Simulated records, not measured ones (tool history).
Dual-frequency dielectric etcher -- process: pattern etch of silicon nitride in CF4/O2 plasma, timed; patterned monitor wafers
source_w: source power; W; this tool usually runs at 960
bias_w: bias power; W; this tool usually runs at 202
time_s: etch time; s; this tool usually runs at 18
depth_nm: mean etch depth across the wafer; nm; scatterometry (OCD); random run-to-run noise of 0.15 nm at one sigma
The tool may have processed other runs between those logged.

run    hour  source_w  bias_w  time_s  wafers since the last listed run  hours since the last wet clean  hours since the last source power generator calibration  hours since the last bias power generator calibration  hours since the last upper electrode change  hours since the gauge calibration  read-back reference wafer on the same gauge, depth_nm  depth_nm
  1       0       960     202      18                                 0                           540.9                                                    287.7                                                 2744.1                                         1823                               1054                                                     65      68.7
  2    36.3       860     202      18                               703                           577.2                                                      324                                                 2780.4                                       1859.3                             1090.3                                                     65      61.1
  3    87.6       860     202      18                               994                           628.5                                                    375.3                                                 2831.7                                       1910.6                             1141.6                                                     65      60.8
      194.2  -- wet clean of the chamber
  4   194.7       960     202      18                              1610                             0.5                                                    482.4                                                 2938.8                                       2017.7                             1248.7                                                     65      68.4
  5     259       960     202      18                              1246                            64.8                                                    546.7                                                 3003.1                                         2082                               1313                                                     65      68.4
  6     349       960     202      18                              1744                           154.8                                                    636.7                                                 3093.1                                         2172                               1403                                                     65      68.6
  7   416.2       960     202      18                              1302                             222                                                    703.9                                                 3160.3                                       2239.2                             1470.2                                                     65      68.6
  8     482       960     202      18                              1275                           287.8                                                    769.7                                                 3226.1                                         2305                               1536                                                     65      68.4
  9   581.3       960     202      18                              1924                           387.1                                                      869                                                 3325.4                                       2404.3                             1635.3                                                     65      67.8
 10   637.1       960     202      18                              1081                           442.9                                                    924.8                                                 3381.2                                       2460.1                             1691.1                                                     65        68
 11   715.7       960     202      18                              1523                           521.5                                                   1003.4                                                 3459.8                                       2538.7                             1769.7                                                     65      67.9
 12   760.6       960     202      18                               870                           566.4                                                   1048.3                                                 3504.7                                       2583.6                             1814.6                                                     65      68.1
 13   856.8      1140     168      23                              1864                           662.6                                                   1144.5                                                 3600.9                                       2679.8                             1910.8                                                     65      95.1
      934.6  -- upper electrode replaced
      952.5  -- wet clean of the chamber
 14  1070.4      1060     219    13.5                              3328                           117.9                                                   1358.1                                                 3814.5                                        135.8                             2124.4                                                     65      58.4
 15  1123.3      1180     202      18                              1025                           170.8                                                     1411                                                 3867.4                                        188.7                             2177.3                                                     65        84
 16  1191.8       960     202      18                              1327                           239.3                                                   1479.5                                                 3935.9                                        257.2                             2245.8                                                     65      67.6
     1279.5  -- gauge calibrated
     1434.5  -- bias power generator calibrated
 17  1501.4      1120     222    16.5                              5922                           548.9                                                   1789.1                                                   66.9                                        566.8                              221.9                                                     65      75.6
 18  1584.6       960     247    20.5                              1612                           632.1                                                   1872.3                                                  150.1                                          650                              305.1                                                     65      84.1
       1628  -- wet clean of the chamber
 19  1640.4       960     202    13.5                               616                            12.4                                                   1928.1                                                  205.9                                        705.8                              360.9                                                     65      50.4
 20  1684.8       960     231    14.5                               860                            56.8                                                   1972.5                                                  250.3                                        750.2                              405.3                                                     65      57.6
     1711.6  -- source power generator calibrated
 21  1848.7       960     241    13.5                              3098                           220.7                                                    137.1                                                  414.2                                        914.1                              569.2                                                     65        56
 22  1921.2       960     239      18                              1405                           293.2                                                    209.6                                                  486.7                                        986.6                              641.7                                                     65      74.1
 23  2006.2       960     202      15                              1647                           378.2                                                    294.6                                                  571.7                                       1071.6                              726.7                                                     65      57.4
 24  2054.2       810     164    16.5                               930                           426.2                                                    342.6                                                  619.7                                       1119.6                              774.7                                                     65      47.5
 25  2147.9      1070     223      20                              1815                           519.9                                                    436.3                                                  713.4                                       1213.3                              868.4                                                     65      89.4
 26  2201.3       960     202    13.5                              1034                           573.3                                                    489.7                                                  766.8                                       1266.7                              921.8                                                     65      51.4
 27  2293.7       960     202    13.5                              1790                           665.7                                                    582.1                                                  859.2                                       1359.1                             1014.2                                                     65      51.4
     2370.8  -- wet clean of the chamber
 28    2376       960     162      18                              1129                             5.2                                                    664.4                                                  941.5                                       1441.4                             1096.5                                                     65      61.8
 29  2526.8       960     202      18                              2922                             156                                                    815.2                                                 1092.3                                       1592.2                             1247.3                                                     65      68.3

Exercise: give the hidden state of the tool at every run:
etch rate over this chamber's usual, %: 0, the same for each run
bias power that arrives over what is set, %: 0, the same for each run
gauge reads high (%): 0, the same for each run
H1: source power that arrives over what is set, %
run        H1
  1    -0.171
  2    -0.213
  3    -0.271
  4    -0.393
  5    -0.466
  6    -0.568
  7    -0.645
  8    -0.719
  9    -0.832
 10    -0.896
 11    -0.985
 12     -1.04
 13     -1.15
 14     -1.39
 15     -1.45
 16     -1.53
 17     -1.88
 18     -1.97
 19     -2.04
 20     -2.09
 21  -0.00798
 22   -0.0904
 23    -0.187
 24    -0.242
 25    -0.348
 26    -0.409
 27    -0.514
 28    -0.608
 29    -0.779

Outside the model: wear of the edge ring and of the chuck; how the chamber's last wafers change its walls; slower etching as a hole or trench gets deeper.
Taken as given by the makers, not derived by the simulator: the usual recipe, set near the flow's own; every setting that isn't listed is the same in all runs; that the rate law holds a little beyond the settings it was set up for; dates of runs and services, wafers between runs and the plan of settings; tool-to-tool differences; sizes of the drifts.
